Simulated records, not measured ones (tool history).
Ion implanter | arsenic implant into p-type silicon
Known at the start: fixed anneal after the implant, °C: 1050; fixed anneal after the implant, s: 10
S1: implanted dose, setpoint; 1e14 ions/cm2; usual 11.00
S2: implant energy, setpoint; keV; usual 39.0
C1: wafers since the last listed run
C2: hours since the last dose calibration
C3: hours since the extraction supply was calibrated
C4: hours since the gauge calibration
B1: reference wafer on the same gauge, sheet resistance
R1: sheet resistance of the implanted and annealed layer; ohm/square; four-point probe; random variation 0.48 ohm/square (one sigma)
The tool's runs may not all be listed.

Run 1, hour 0.0: usual settings; C1 0; C2 668.0; C3 4400.5; C4 1400.7; B1 114.98. Result: R1 110.45 ohm/square.
Run 2, hour 70.0: usual settings; C1 946; C2 738.0; C3 4470.5; C4 1470.7; B1 115.01. Result: R1 110.16 ohm/square.
Run 3, hour 133.4: usual settings; C1 857; C2 801.4; C3 4533.9; C4 1534.1; B1 114.85. Result: R1 108.68 ohm/square.
Run 4, hour 203.6: usual settings; C1 949; C2 871.6; C3 4604.1; C4 1604.3; B1 115.06. Result: R1 109.64 ohm/square.
Run 5, hour 260.1: usual settings; C1 764; C2 928.1; C3 4660.6; C4 1660.8; B1 115.06. Result: R1 108.90 ohm/square.
At hour 309.5: Faraday cup replaced and dose calibrated.
Run 6, hour 342.7: usual settings but S1 12.55 1e14 ions/cm2, S2 32.5 keV; C1 1009; C2 33.2; C3 4743.2; C4 1743.4; B1 115.01. Result: R1 104.78 ohm/square.
Run 7, hour 386.2: usual settings but S1 12.55 1e14 ions/cm2, S2 32.5 keV; C1 588; C2 76.7; C3 4786.7; C4 1786.9; B1 115.04. Result: R1 105.23 ohm/square.
Run 8, hour 451.9: usual settings but S1 12.55 1e14 ions/cm2, S2 32.5 keV; C1 888; C2 142.4; C3 4852.4; C4 1852.6; B1 115.09. Result: R1 104.46 ohm/square.
Run 9, hour 607.0: usual settings but S1 8.88 1e14 ions/cm2; C1 2097; C2 297.5; C3 5007.5; C4 2007.7; B1 114.90. Result: R1 126.34 ohm/square.
Run 10, hour 645.7: usual settings but S1 8.88 1e14 ions/cm2; C1 523; C2 336.2; C3 5046.2; C4 2046.4; B1 114.91. Result: R1 126.41 ohm/square.
Run 11, hour 735.2: usual settings but S1 8.88 1e14 ions/cm2; C1 1210; C2 425.7; C3 5135.7; C4 2135.9; B1 114.93. Result: R1 126.46 ohm/square.
Run 12, hour 836.5: usual settings but S1 8.89 1e14 ions/cm2; C1 1370; C2 527.0; C3 5237.0; C4 2237.2; B1 114.94. Result: R1 126.94 ohm/square.
Run 13, hour 891.4: usual settings but S2 28.5 keV; C1 742; C2 581.9; C3 5291.9; C4 2292.1; B1 114.94. Result: R1 116.62 ohm/square.
Run 14, hour 934.9: usual settings but S1 8.88 1e14 ions/cm2; C1 588; C2 625.4; C3 5335.4; C4 2335.6; B1 114.92. Result: R1 126.41 ohm/square.
Run 15, hour 1038.2: usual settings; C1 1397; C2 728.7; C3 5438.7; C4 2438.9; B1 114.96. Result: R1 109.19 ohm/square.
Run 16, hour 1103.5: usual settings; C1 883; C2 794.0; C3 5504.0; C4 2504.2; B1 115.11. Result: R1 109.77 ohm/square.
At hour 1162.7: Faraday cup replaced and dose calibrated.
Run 17, hour 1163.2: usual settings but S1 13.99 1e14 ions/cm2, S2 25.5 keV; C1 699; C2 0.5; C3 5563.7; C4 2563.9; B1 114.95. Result: R1 105.65 ohm/square.
Run 18, hour 1198.3: usual settings; C1 474; C2 35.6; C3 5598.8; C4 2599.0; B1 115.05. Result: R1 109.64 ohm/square.
Run 19, hour 1284.8: usual settings but S2 32.5 keV; C1 1170; C2 122.1; C3 5685.3; C4 2685.5; B1 114.90. Result: R1 113.63 ohm/square.
Run 20, hour 1337.7: usual settings but S1 13.47 1e14 ions/cm2, S2 42.5 keV; C1 715; C2 175.0; C3 5738.2; C4 2738.4; B1 115.02. Result: R1 94.91 ohm/square.
Run 21, hour 1390.0: usual settings but S1 9.49 1e14 ions/cm2, S2 34.0 keV; C1 707; C2 227.3; C3 5790.5; C4 2790.7; B1 115.08. Result: R1 123.99 ohm/square.
Run 22, hour 1431.0: usual settings but S1 8.03 1e14 ions/cm2, S2 27.0 keV; C1 554; C2 268.3; C3 5831.5; C4 2831.7; B1 115.05. Result: R1 144.18 ohm/square.
Run 23, hour 1526.5: usual settings but S1 8.58 1e14 ions/cm2; C1 1291; C2 363.8; C3 5927.0; C4 2927.2; B1 115.08. Result: R1 128.37 ohm/square.
At hour 1559.9: gauge calibrated.
Run 24, hour 1580.6: usual settings; C1 731; C2 417.9; C3 5981.1; C4 20.7; B1 114.95. Result: R1 109.86 ohm/square.
Run 25, hour 1627.7: usual settings; C1 637; C2 465.0; C3 6028.2; C4 67.8; B1 114.76. Result: R1 108.78 ohm/square.
Run 26, hour 1670.1: usual settings but S1 11.97 1e14 ions/cm2, S2 51.0 keV; C1 573; C2 507.4; C3 6070.6; C4 110.2; B1 114.92. Result: R1 98.12 ohm/square.
At hour 1709.8: extraction supply calibrated.
Run 27, hour 1732.3: usual settings but S1 8.96 1e14 ions/cm2, S2 29.0 keV; C1 733; C2 569.6; C3 22.5; C4 172.4; B1 114.95. Result: R1 132.06 ohm/square.
Run 28, hour 1799.8: usual settings but S1 13.64 1e14 ions/cm2, S2 32.5 keV; C1 913; C2 637.1; C3 90.0; C4 239.9; B1 114.81. Result: R1 100.44 ohm/square.
Run 29, hour 1841.7: usual settings but S1 9.91 1e14 ions/cm2, S2 45.5 keV; C1 566; C2 679.0; C3 131.9; C4 281.8; B1 115.11. Result: R1 113.28 ohm/square.
Run 30, hour 1879.8: usual settings; C1 515; C2 717.1; C3 170.0; C4 319.9; B1 114.98. Result: R1 109.49 ohm/square.
Run 31, hour 1980.0: usual settings but S1 13.94 1e14 ions/cm2, S2 33.5 keV; C1 1355; C2 817.3; C3 270.2; C4 420.1; B1 114.84. Result: R1 98.15 ohm/square.
Run 32, hour 2060.2: usual settings but S1 13.98 1e14 ions/cm2, S2 46.0 keV; C1 1084; C2 897.5; C3 350.4; C4 500.3; B1 115.01. Result: R1 90.42 ohm/square.
Run 33, hour 2139.4: usual settings but S2 28.0 keV; C1 1071; C2 976.7; C3 429.6; C4 579.5; B1 114.98. Result: R1 116.88 ohm/square.
Run 34, hour 2180.7: usual settings but S1 14.28 1e14 ions/cm2, S2 33.0 keV; C1 558; C2 1018.0; C3 470.9; C4 620.8; B1 114.96. Result: R1 98.27 ohm/square.
Run 35, hour 2219.4: usual settings but S1 8.48 1e14 ions/cm2, S2 51.5 keV; C1 523; C2 1056.7; C3 509.6; C4 659.5; B1 115.05. Result: R1 125.00 ohm/square.
At hour 2273.8: Faraday cup replaced and dose calibrated.
Run 36, hour 2316.7: usual settings but S1 9.99 1e14 ions/cm2, S2 47.0 keV; C1 1207; C2 42.9; C3 606.9; C4 756.8; B1 114.95. Result: R1 113.10 ohm/square.
Run 37, hour 2390.4: usual settings but S1 8.89 1e14 ions/cm2, S2 32.5 keV; C1 996; C2 116.6; C3 680.6; C4 830.5; B1 114.86. Result: R1 130.43 ohm/square.

Forecast each of these 4 alternatives for the next run:
Run A, hour 2390.8: usual settings; C1 5; C2 117.0; C3 681.0; C4 830.9; B1 ?. Result: R1 ?.
Run B, hour 2390.8: usual settings but S2 50.0 keV; C1 5; C2 117.0; C3 681.0; C4 830.9; B1 ?. Result: R1 ?.
Run C, hour 2390.8: usual settings but S1 13.59 1e14 ions/cm2, S2 49.0 keV; C1 5; C2 117.0; C3 681.0; C4 830.9; B1 ?. Result: R1 ?.
Run D, hour 2390.8: usual settings but S1 12.12 1e14 ions/cm2, S2 26.0 keV; C1 5; C2 117.0; C3 681.0; C4 830.9; B1 ?. Result: R1 ?.

run      B1      R1
  A  114.83  108.91
  B  114.83  103.92
  C  114.83   91.03
  D  114.83  112.07
Without the tool's hidden state the same runs would have given:
run      R1
  A  108.91
  B  103.92
  C   91.03
  D  112.07

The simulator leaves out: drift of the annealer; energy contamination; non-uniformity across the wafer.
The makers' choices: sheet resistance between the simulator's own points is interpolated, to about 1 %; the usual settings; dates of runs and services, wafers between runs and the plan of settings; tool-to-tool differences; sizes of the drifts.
